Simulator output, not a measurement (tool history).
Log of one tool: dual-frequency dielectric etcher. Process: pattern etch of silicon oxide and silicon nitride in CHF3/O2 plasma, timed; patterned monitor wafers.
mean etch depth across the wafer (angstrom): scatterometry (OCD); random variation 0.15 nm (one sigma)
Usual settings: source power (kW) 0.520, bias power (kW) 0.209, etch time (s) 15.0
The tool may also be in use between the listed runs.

run	hour	source power (kW)	bias power (kW)	etch time (s)	wafers since the last listed run	hours since the last wet clean	hours since the last source power generator calibration	hours since the last bias power generator calibration	hours since the last upper electrode change	hours since the gauge calibration	read-back reference wafer on the same gauge, depth_nm	mean etch depth across the wafer (angstrom)
1	0.0	0.520	0.229	15.0	0	532.7	1819.9	3111.6	2751.3	497.4	23.96	233.7
# hour 73.6: wet clean of the chamber
2	129.6	0.520	0.229	15.0	1907	56.0	1949.5	3241.2	2880.9	627.0	23.93	245.9
3	229.1	0.520	0.229	15.0	1797	155.5	2049.0	3340.7	2980.4	726.5	23.93	242.3
4	266.7	0.520	0.209	15.0	679	193.1	2086.6	3378.3	3018.0	764.1	23.86	233.7
5	347.1	0.520	0.209	15.0	1452	273.5	2167.0	3458.7	3098.4	844.5	23.97	236.7
6	445.3	0.520	0.209	15.0	1774	371.7	2265.2	3556.9	3196.6	942.7	23.90	232.3
7	498.6	0.520	0.209	15.0	962	425.0	2318.5	3610.2	3249.9	996.0	23.94	229.7
# hour 576.7: wet clean of the chamber
8	577.2	0.520	0.209	15.0	986	0.5	2397.1	3688.8	3328.5	1074.6	23.87	252.6
9	603.6	0.520	0.209	15.0	476	26.9	2423.5	3715.2	3354.9	1101.0	23.95	254.5
10	752.5	0.520	0.209	15.0	2689	175.8	2572.4	3864.1	3503.8	1249.9	23.93	247.6
11	833.9	0.550	0.209	15.0	1470	257.2	2653.8	3945.5	3585.2	1331.3	23.81	253.6
# hour 935.4: source power generator calibrated
# hour 1033.8: gauge calibrated
# hour 1041.0: wet clean of the chamber, repeated, since the last time left the tool worse
12	1152.2	0.550	0.209	15.0	5244	111.2	216.8	4263.8	3903.5	118.4	23.88	238.5
# hour 1197.9: bias power generator calibrated
13	1222.6	0.520	0.209	15.0	1199	181.6	287.2	24.7	3973.9	188.8	23.86	232.9
14	1277.3	0.520	0.209	15.0	988	236.3	341.9	79.4	4028.6	243.5	23.87	229.5
15	1334.9	0.470	0.194	15.0	1040	293.9	399.5	137.0	4086.2	301.1	23.91	221.7
16	1389.3	0.520	0.209	16.0	982	348.3	453.9	191.4	4140.6	355.5	23.88	243.4
17	1463.9	0.480	0.209	18.0	1347	422.9	528.5	266.0	4215.2	430.1	23.84	270.3
18	1501.8	0.520	0.209	15.0	684	460.8	566.4	303.9	4253.1	468.0	23.91	227.9
19	1541.3	0.520	0.209	15.0	713	500.3	605.9	343.4	4292.6	507.5	23.88	227.6
# hour 1615.3: wet clean of the chamber
20	1636.2	0.520	0.191	13.5	1280	20.9	700.8	438.3	4387.5	602.4	23.90	212.9
# hour 1704.7: upper electrode replaced
21	1741.8	0.600	0.209	17.5	1474	126.5	806.4	543.9	37.1	708.0	23.84	284.0
22	1822.8	0.580	0.209	19.0	1463	207.5	887.4	624.9	118.1	789.0	23.86	308.5
23	1924.9	0.520	0.209	15.0	1844	309.6	989.5	727.0	220.2	891.1	23.91	233.4
24	1994.9	0.480	0.209	18.0	1264	379.6	1059.5	797.0	290.2	961.1	23.90	275.6
25	2060.9	0.460	0.181	19.0	1192	445.6	1125.5	863.0	356.2	1027.1	23.89	273.8
26	2156.3	0.520	0.209	11.0	1723	541.0	1220.9	958.4	451.6	1122.5	23.91	166.0
# hour 2233.4: wet clean of the chamber
27	2233.9	0.520	0.179	12.5	968	0.5	1298.5	1036.0	529.2	1200.1	23.88	193.5
28	2289.5	0.580	0.195	19.0	1004	56.1	1354.1	1091.6	584.8	1255.7	23.88	304.3

5 ways to go on from here, each from the tool as it stands after run 28. What would each give?
A	2289.9	0.420	0.209	15.0	7	56.5	1354.5	1092.0	585.2	1256.1	?	?
B	2289.9	0.520	0.188	15.0	7	56.5	1354.5	1092.0	585.2	1256.1	?	?
C	2289.9	0.520	0.195	15.0	7	56.5	1354.5	1092.0	585.2	1256.1	?	?
D	2289.9	0.520	0.235	15.0	7	56.5	1354.5	1092.0	585.2	1256.1	?	?
E	2289.9	0.600	0.190	15.0	7	56.5	1354.5	1092.0	585.2	1256.1	?	?

run	read-back reference wafer on the same gauge, depth_nm	mean etch depth across the wafer (angstrom)
A	23.84	225.7
B	23.84	232.1
C	23.84	233.7
D	23.84	242.9
E	23.84	240.9
Without the tool's hidden state the same runs would have given:
run	mean etch depth across the wafer (angstrom)
A	226.6
B	233.0
C	234.6
D	243.9
E	241.8
